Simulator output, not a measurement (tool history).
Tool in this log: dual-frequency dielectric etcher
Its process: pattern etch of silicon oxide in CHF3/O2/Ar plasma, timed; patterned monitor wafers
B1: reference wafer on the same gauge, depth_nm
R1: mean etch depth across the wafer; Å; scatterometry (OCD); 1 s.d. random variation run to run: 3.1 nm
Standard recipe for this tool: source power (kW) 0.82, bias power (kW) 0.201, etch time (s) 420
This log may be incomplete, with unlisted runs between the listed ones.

run 1 hour=0 | source_power_(kW)=0.82 bias_power_(kW)=0.201 etch_time_(s)=420 | B1=835 | R1=9299
run 2 hour=16.1 | source_power_(kW)=0.82 bias_power_(kW)=0.201 etch_time_(s)=420 | B1=835 | R1=9383
run 3 hour=22.3 | source_power_(kW)=0.72 bias_power_(kW)=0.163 etch_time_(s)=420 | B1=835 | R1=8365
run 4 hour=35.2 | source_power_(kW)=0.72 bias_power_(kW)=0.163 etch_time_(s)=420 | B1=836 | R1=8356
run 5 hour=49.5 | source_power_(kW)=0.72 bias_power_(kW)=0.163 etch_time_(s)=420 | B1=835.6 | R1=8380
run 6 hour=66.3 | source_power_(kW)=0.82 bias_power_(kW)=0.235 etch_time_(s)=420 | B1=835.1 | R1=9573
run 7 hour=74.9 | source_power_(kW)=0.82 bias_power_(kW)=0.235 etch_time_(s)=420 | B1=834 | R1=9612
run 8 hour=88.1 | source_power_(kW)=0.87 bias_power_(kW)=0.201 etch_time_(s)=420 | B1=834.6 | R1=9648
run 9 hour=97.4 | source_power_(kW)=0.82 bias_power_(kW)=0.201 etch_time_(s)=420 | B1=835 | R1=9347
-- hour=113.1 source power generator calibrated
run 10 hour=113.6 | source_power_(kW)=0.82 bias_power_(kW)=0.201 etch_time_(s)=420 | B1=835.3 | R1=9334
run 11 hour=126.2 | source_power_(kW)=0.82 bias_power_(kW)=0.201 etch_time_(s)=420 | B1=835.2 | R1=9327
run 12 hour=141.1 | source_power_(kW)=0.82 bias_power_(kW)=0.201 etch_time_(s)=420 | B1=835.2 | R1=9332
run 13 hour=154.4 | source_power_(kW)=0.82 bias_power_(kW)=0.201 etch_time_(s)=484.5 | B1=834.9 | R1=10794
run 14 hour=162.7 | source_power_(kW)=0.82 bias_power_(kW)=0.201 etch_time_(s)=484.5 | B1=834.1 | R1=10794
-- hour=167.6 gauge calibrated
-- hour=201.7 bias power generator calibrated
run 15 hour=215 | source_power_(kW)=0.87 bias_power_(kW)=0.201 etch_time_(s)=420 | B1=835 | R1=9620
-- hour=243.5 upper electrode replaced
-- hour=256.8 wet clean of the chamber
run 16 hour=257.3 | source_power_(kW)=0.7 bias_power_(kW)=0.201 etch_time_(s)=420 | B1=835.1 | R1=8537
run 17 hour=257.7 | source_power_(kW)=0.82 bias_power_(kW)=0.201 etch_time_(s)=460.5 | B1=835.7 | R1=10264
run 18 hour=258.1 | source_power_(kW)=0.69 bias_power_(kW)=0.185 etch_time_(s)=339.5 | B1=834.5 | R1=6722
run 19 hour=258.6 | source_power_(kW)=0.65 bias_power_(kW)=0.25 etch_time_(s)=382 | B1=834.5 | R1=7723
run 20 hour=271 | source_power_(kW)=0.82 bias_power_(kW)=0.201 etch_time_(s)=420 | B1=834 | R1=9339
run 21 hour=287.7 | source_power_(kW)=0.82 bias_power_(kW)=0.201 etch_time_(s)=420 | B1=834.8 | R1=9286
run 22 hour=296.8 | source_power_(kW)=0.82 bias_power_(kW)=0.158 etch_time_(s)=509 | B1=834.4 | R1=10890
run 23 hour=308.4 | source_power_(kW)=1.01 bias_power_(kW)=0.224 etch_time_(s)=341.5 | B1=835.6 | R1=8583
run 24 hour=319.7 | source_power_(kW)=0.82 bias_power_(kW)=0.201 etch_time_(s)=420 | B1=834 | R1=9264
run 25 hour=332.4 | source_power_(kW)=0.82 bias_power_(kW)=0.201 etch_time_(s)=376 | B1=835 | R1=8424
run 26 hour=345.8 | source_power_(kW)=0.82 bias_power_(kW)=0.201 etch_time_(s)=420 | B1=835.3 | R1=9355
run 27 hour=355.1 | source_power_(kW)=0.82 bias_power_(kW)=0.201 etch_time_(s)=420 | B1=835.3 | R1=9326
run 28 hour=369.7 | source_power_(kW)=0.82 bias_power_(kW)=0.185 etch_time_(s)=541 | B1=834.4 | R1=11837
run 29 hour=380.1 | source_power_(kW)=0.72 bias_power_(kW)=0.181 etch_time_(s)=466 | B1=834.6 | R1=9474

Consider 5 possible next runs. They are alternatives, not a sequence: every one starts from the tool as it was left by run 29. What does each give?
run A hour=380.6 | source_power_(kW)=0.67 bias_power_(kW)=0.201 etch_time_(s)=420 | B1=? | R1=?
run B hour=380.6 | source_power_(kW)=0.82 bias_power_(kW)=0.23 etch_time_(s)=420 | B1=? | R1=?
run C hour=380.6 | source_power_(kW)=0.92 bias_power_(kW)=0.162 etch_time_(s)=505.5 | B1=? | R1=?
run D hour=380.6 | source_power_(kW)=0.82 bias_power_(kW)=0.229 etch_time_(s)=363.5 | B1=? | R1=?
run E hour=380.6 | source_power_(kW)=0.87 bias_power_(kW)=0.248 etch_time_(s)=420 | B1=? | R1=?

run=A B1=835.1 R1=8299
run=B B1=835.1 R1=9537
run=C B1=835.1 R1=11490
run=D B1=835.1 R1=8247
run=E B1=835.1 R1=9987
With no hidden state in the tool, these same runs would have given:
run=A R1=8299
run=B R1=9537
run=C R1=11490
run=D R1=8247
run=E R1=9987
